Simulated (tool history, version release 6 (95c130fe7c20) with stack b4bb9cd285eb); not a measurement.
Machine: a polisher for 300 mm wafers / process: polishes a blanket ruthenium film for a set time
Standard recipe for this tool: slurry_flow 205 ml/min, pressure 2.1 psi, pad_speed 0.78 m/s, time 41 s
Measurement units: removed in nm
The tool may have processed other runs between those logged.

run	day	slurry_flow	pressure	pad_speed	time	wafers since the last listed run	wafers polished on this pad	hours since the slurry nozzle was cleaned	hours since the head pressure was calibrated	incoming thickness of the incoming film, nm	removed
1	0.000	180	2.1	0.78	41	0	1791	70.5	254.5	530.3	39.9
2	2.321	205	2.1	0.78	41	577	2369	126.2	310.2	533.9	40.3
3	6.621	220	2.1	0.78	41	1070	3440	229.4	413.4	533.3	40.4
# day 8.271: worn pad replaced by a new one
4	8.367	205	2.1	0.78	41	393	23	271.3	455.3	524.7	40.1
5	12.000	205	2.1	0.78	41	904	928	358.5	542.5	523.2	40.1
6	16.429	205	2.1	0.78	41	1102	2031	464.8	648.8	528.1	40.1
7	18.888	230	2.1	0.78	34	612	2643	523.8	707.8	530.1	33.3
# day 20.821: worn pad replaced by a new one
# day 28.329: slurry nozzle cleaned
8	32.025	230	2.1	0.78	34	3219	2779	88.7	1023.1	525.9	33.5
# day 33.412: worn pad replaced by a new one
9	35.396	205	2.1	0.78	41	797	494	169.6	1104.0	525.0	40.2
10	38.629	145	2.7	0.52	27	805	1299	247.2	1181.6	539.3	20.3
11	42.417	145	1.9	0.78	32	943	2242	338.1	1272.5	526.4	27.8
# day 43.408: head pressure recalibrated
# day 45.071: worn pad replaced by a new one
12	45.529	205	2.1	0.52	41	712	114	412.8	50.9	538.5	26.6
13	47.367	205	1.6	0.78	41	457	572	456.9	95.0	535.0	32.8
14	49.067	205	2.1	0.78	41	423	995	497.7	135.8	529.3	40.0
15	50.596	205	2.1	0.78	53	380	1376	534.4	172.5	524.0	50.3
# day 53.888: slurry nozzle cleaned
16	54.700	205	2.1	0.78	32	1011	2387	19.5	271.0	527.7	31.1
17	58.971	205	1.4	0.78	41	1063	3451	122.0	373.5	530.0	30.1
# day 59.812: worn pad replaced by a new one
18	63.100	205	1.7	0.78	41	986	819	221.1	472.6	524.9	34.0
19	67.679	205	2.1	0.78	41	1140	1959	331.0	582.5	519.7	39.2

Consider 4 possible next runs. They are alternatives, not a sequence: every one starts from the tool as it was left by run 19. What does each give?
A	67.696	205	2.1	0.78	45	4	1963	331.4	582.9	534.3	?
B	67.696	235	2.1	0.98	41	4	1963	331.4	582.9	534.3	?
C	67.696	145	2.1	0.78	41	4	1963	331.4	582.9	534.3	?
D	67.696	240	2.3	0.78	34	4	1963	331.4	582.9	534.3	?

run	removed
A	43.6
B	50.5
C	38.4
D	35.8
Take away the tool's hidden state, keep each run's random variation, and the runs would have read:
run	removed
A	43.6
B	50.5
C	38.4
D	35.8
